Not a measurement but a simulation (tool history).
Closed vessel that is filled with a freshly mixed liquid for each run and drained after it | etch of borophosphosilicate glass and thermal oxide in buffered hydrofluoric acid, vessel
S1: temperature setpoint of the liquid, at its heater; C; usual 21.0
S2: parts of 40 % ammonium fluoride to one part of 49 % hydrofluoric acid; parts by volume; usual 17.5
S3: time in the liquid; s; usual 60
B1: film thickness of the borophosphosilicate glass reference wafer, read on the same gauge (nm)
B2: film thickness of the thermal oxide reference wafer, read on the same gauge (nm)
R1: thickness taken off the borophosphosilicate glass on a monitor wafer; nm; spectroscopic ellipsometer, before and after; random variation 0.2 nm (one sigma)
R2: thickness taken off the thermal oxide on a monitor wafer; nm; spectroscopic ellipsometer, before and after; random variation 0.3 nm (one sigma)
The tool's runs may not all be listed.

Run 1, hour 0.0: usual settings; B1 100.02; B2 90.01. Result: R1 54.42 nm, R2 37.28 nm.
Run 2, hour 77.2: usual settings; B1 100.00; B2 90.01. Result: R1 54.18 nm, R2 36.73 nm.
Run 3, hour 152.5: usual settings but S2 12.5 parts by volume; B1 99.99; B2 90.00. Result: R1 76.73 nm, R2 51.20 nm.
Run 4, hour 225.4: usual settings but S2 12.5 parts by volume; B1 100.02; B2 90.00. Result: R1 76.00 nm, R2 50.87 nm.
Run 5, hour 288.6: usual settings; B1 100.01; B2 89.99. Result: R1 54.52 nm, R2 37.69 nm.
Run 6, hour 387.2: usual settings; B1 99.99; B2 90.01. Result: R1 55.51 nm, R2 37.96 nm.
Run 7, hour 449.2: usual settings but S1 17.5 C; B1 99.99; B2 89.99. Result: R1 45.62 nm, R2 30.77 nm.
Run 8, hour 519.6: usual settings; B1 100.03; B2 89.98. Result: R1 55.00 nm, R2 37.58 nm.
Run 9, hour 568.9: usual settings but S1 18.5 C, S2 13.5 parts by volume, S3 35 s; B1 100.00; B2 90.00. Result: R1 36.71 nm, R2 25.17 nm.
At hour 607.3: gauge calibrated.
Run 10, hour 663.2: usual settings but S1 23.0 C, S2 22.5 parts by volume, S3 90 s; B1 100.00; B2 90.00. Result: R1 74.82 nm, R2 51.20 nm.
Run 11, hour 757.2: usual settings; B1 99.96; B2 89.99. Result: R1 56.10 nm, R2 38.42 nm.
At hour 776.4: hydrofluoric acid flow meter replaced.
At hour 780.6: thermometer replaced.
Run 12, hour 848.1: usual settings but S1 23.0 C; B1 100.00; B2 90.00. Result: R1 56.83 nm, R2 38.65 nm.
Run 13, hour 914.9: usual settings; B1 100.00; B2 90.00. Result: R1 51.11 nm, R2 33.91 nm.
Run 14, hour 989.7: usual settings but S3 70 s; B1 99.99; B2 90.00. Result: R1 59.47 nm, R2 39.81 nm.

The tool's hidden state at each run:
hydrofluoric acid flow below the setpoint (%): 0 in every run
gauge reads high (%): 0 in every run
H1: liquid hotter than its thermometer reads (K)
run     H1
  1   1.42
  2   1.48
  3   1.54
  4    1.6
  5   1.65
  6   1.73
  7   1.78
  8   1.83
  9   1.87
 10   1.95
 11   2.03
 12  0.231
 13  0.285
 14  0.345
